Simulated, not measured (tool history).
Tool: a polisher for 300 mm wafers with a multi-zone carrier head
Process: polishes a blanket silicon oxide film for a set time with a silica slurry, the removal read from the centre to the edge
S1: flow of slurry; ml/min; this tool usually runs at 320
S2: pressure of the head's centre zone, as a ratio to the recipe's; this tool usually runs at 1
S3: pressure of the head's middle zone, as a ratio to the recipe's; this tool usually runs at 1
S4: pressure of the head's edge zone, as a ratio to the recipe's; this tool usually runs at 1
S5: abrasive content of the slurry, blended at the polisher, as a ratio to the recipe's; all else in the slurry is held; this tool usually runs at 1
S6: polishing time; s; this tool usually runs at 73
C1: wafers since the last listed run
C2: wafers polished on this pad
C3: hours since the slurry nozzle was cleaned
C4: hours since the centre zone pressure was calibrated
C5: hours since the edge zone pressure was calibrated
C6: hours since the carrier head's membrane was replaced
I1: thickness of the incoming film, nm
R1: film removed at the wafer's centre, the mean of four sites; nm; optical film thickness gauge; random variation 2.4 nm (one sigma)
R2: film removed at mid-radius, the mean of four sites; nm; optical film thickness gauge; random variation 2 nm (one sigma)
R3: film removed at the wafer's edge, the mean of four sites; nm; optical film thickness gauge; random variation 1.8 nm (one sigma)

run	hour	S1	S2	S3	S4	S5	S6	C1	C2	C3	C4	C5	C6	I1	R1	R2	R3
1	0	320	1	1	1	1	60	0	1007	459.3	834.4	423.8	1517.1	1708.7	131.9	134.8	140.2
# hour 16.4: worn pad replaced by a new one
2	17.2	320	1	1	1	1	73	149	8	476.5	851.6	441	1534.3	1729	162.8	163.2	165.8
3	24.1	320	1	1	1	1	73	78	87	483.4	858.5	447.9	1541.2	1678.4	163.5	164.6	165.6
4	38.5	320	1	1	1	1	73	163	250	497.8	872.9	462.3	1555.6	1698.9	163.7	163	167.4
5	47.2	320	1	1	1	1	73	98	349	506.5	881.6	471	1564.3	1711.6	163.9	162.3	165.9
6	60	320	1	1	1	1	73	145	494	519.3	894.4	483.8	1577.1	1673.7	163.4	161.8	166.8
7	71	320	1	1	1	1	73	124	619	530.3	905.4	494.8	1588.1	1674.5	166.9	162.3	167.4
# hour 78: slurry nozzle cleaned
8	92	320	1	1	1	1	73	227	846	14	926.4	515.8	1609.1	1676.2	174.2	173.2	175
# hour 102: worn pad replaced by a new one
9	124.3	320	1	1	1	1	73	321	253	46.3	958.7	548.1	1641.4	1683.1	178.4	173	175.4
10	135.2	320	1	1	1	1	73	123	377	57.2	969.6	559	1652.3	1721.4	173.1	172.8	171.5
11	143	290	1	1	0.95	1	73	88	465	65	977.4	566.8	1660.1	1696.5	172.6	169.1	168.8
12	155.3	320	1	1	1	1	73	139	605	77.3	989.7	579.1	1672.4	1698	172.7	175	174.4
13	162.3	230	1	1	1	1	73	79	685	84.3	996.7	586.1	1679.4	1670.2	164.1	164.7	166
14	173.4	235	1	1	1.11	1.15	54	126	811	95.4	1007.8	597.2	1690.5	1696.9	126.7	126.2	132.7
# hour 183.9: centre zone pressure recalibrated
# hour 187: carrier head's membrane replaced by a new one
# hour 192.1: worn pad replaced by a new one
15	192.6	320	0.91	1	0.91	1	80	115	5	114.6	8.7	616.4	5.6	1729	170.4	184.4	182.5
# hour 196: edge zone pressure recalibrated
16	208	275	1	1.05	1	0.75	63	152	157	130	24.1	12	21	1737	135	138.4	135.5
17	218	320	1	1	1	1	73	113	271	140	34.1	22	31	1716.8	172.5	171.3	173.1
18	232.2	320	0.96	1	1	1	92	161	432	154.2	48.3	36.2	45.2	1696.6	202.8	212.9	215.2
19	242.8	320	1	1.06	1	1	91	120	552	164.8	58.9	46.8	55.8	1667.4	214.1	221	211.1
20	250.3	320	1	1	1	1.15	86	85	637	172.3	66.4	54.3	63.3	1710.2	209.7	203.2	206.2
21	265.6	285	1	1.05	0.91	0.9	73	173	811	187.6	81.7	69.6	78.6	1680.5	157.2	166.3	154.2
# hour 275.7: worn pad replaced by a new one
22	277.6	320	1	1	1	1	73	90	21	199.6	93.7	81.6	90.6	1711	163.5	167.5	169.7

Each row is a separate what-if for the run after 22, all from the same tool condition, not one after another. Results?
A	278	405	1	1	1	1	73	4	26	200	94.1	82	91	1718.5	?	?	?
B	278	355	1.03	0.92	0.96	1	73	4	26	200	94.1	82	91	1718.5	?	?	?
C	278	320	1	0.9	1	1	96	4	26	200	94.1	82	91	1718.5	?	?	?

run	R1	R2	R3
A	175.5	171.4	173.8
B	177.4	157.1	168.4
C	222.7	199.9	223.4
Without the tool's unlogged condition, the same runs would have read:
run	R1	R2	R3
A	183.2	178.1	179
B	186.4	164.3	174.2
C	235.3	210.1	231.9

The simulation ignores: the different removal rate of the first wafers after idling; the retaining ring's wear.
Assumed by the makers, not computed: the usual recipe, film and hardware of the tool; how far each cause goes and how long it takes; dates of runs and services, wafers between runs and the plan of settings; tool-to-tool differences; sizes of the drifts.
